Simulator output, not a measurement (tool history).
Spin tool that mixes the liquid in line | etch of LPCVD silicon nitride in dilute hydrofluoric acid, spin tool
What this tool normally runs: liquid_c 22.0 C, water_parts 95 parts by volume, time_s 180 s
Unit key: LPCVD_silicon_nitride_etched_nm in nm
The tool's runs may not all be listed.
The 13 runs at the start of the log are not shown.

| run | hour | liquid_c | water_parts | time_s | read-back film thickness of the LPCVD silicon nitride reference wafer, read on the same gauge (nm) | LPCVD_silicon_nitride_etched_nm |
|---|---|---|---|---|---|---|
| 14 | 212.7 | 26.5 | 140 | 140 | 119.984 | 0.612 |
| 15 | 224.1 | 18.5 | 135 | 105 | 120.005 | 0.284 |
|  | 230.4 | gauge calibrated |
| 16 | 234.5 | 22.0 | 95 | 180 | 120.011 | 0.857 |
| 17 | 242.0 | 20.0 | 70 | 180 | 120.022 | 1.046 |
|  | 265.5 | hydrofluoric acid flow meter replaced |
| 18 | 294.6 | 22.0 | 95 | 180 | 119.992 | 0.861 |
| 19 | 305.2 | 22.0 | 95 | 180 | 119.986 | 0.867 |
| 20 | 313.8 | 22.0 | 95 | 180 | 119.986 | 0.889 |
| 21 | 325.2 | 17.5 | 115 | 255 | 120.002 | 0.732 |
| 22 | 339.8 | 22.0 | 115 | 130 | 120.003 | 0.517 |
| 23 | 351.0 | 26.5 | 95 | 180 | 120.011 | 1.122 |
| 24 | 360.2 | 22.0 | 95 | 115 | 119.980 | 0.570 |
| 25 | 368.8 | 22.0 | 95 | 180 | 120.004 | 0.858 |
| 26 | 376.6 | 22.0 | 95 | 180 | 119.988 | 0.880 |
| 27 | 393.7 | 22.0 | 95 | 180 | 120.010 | 0.869 |
| 28 | 400.0 | 25.0 | 95 | 245 | 119.988 | 1.431 |
| 29 | 407.3 | 22.0 | 95 | 180 | 119.986 | 0.878 |
| 30 | 414.4 | 24.0 | 95 | 85 | 119.999 | 0.438 |
| 31 | 430.2 | 25.5 | 60 | 255 | 119.982 | 2.437 |
| 32 | 443.8 | 26.0 | 55 | 285 | 119.985 | 3.035 |
| 33 | 458.8 | 19.5 | 125 | 180 | 119.997 | 0.556 |

Below are 4 alternative next runs, each starting from the tool's condition after run 33. Predict each:
| A | 459.3 | 17.5 | 95 | 180 | ? | ? |
| B | 459.3 | 22.0 | 80 | 180 | ? | ? |
| C | 459.3 | 18.5 | 135 | 100 | ? | ? |
| D | 459.3 | 20.5 | 50 | 80 | ? | ? |

| run | read-back film thickness of the LPCVD silicon nitride reference wafer, read on the same gauge (nm) | LPCVD_silicon_nitride_etched_nm |
|---|---|---|
| A | 120.003 | 0.615 |
| B | 120.003 | 0.990 |
| C | 120.003 | 0.260 |
| D | 120.003 | 0.628 |
What these runs would have given with no unlogged condition in the tool:
| run | LPCVD_silicon_nitride_etched_nm |
|---|---|
| A | 0.615 |
| B | 0.990 |
| C | 0.260 |
| D | 0.628 |
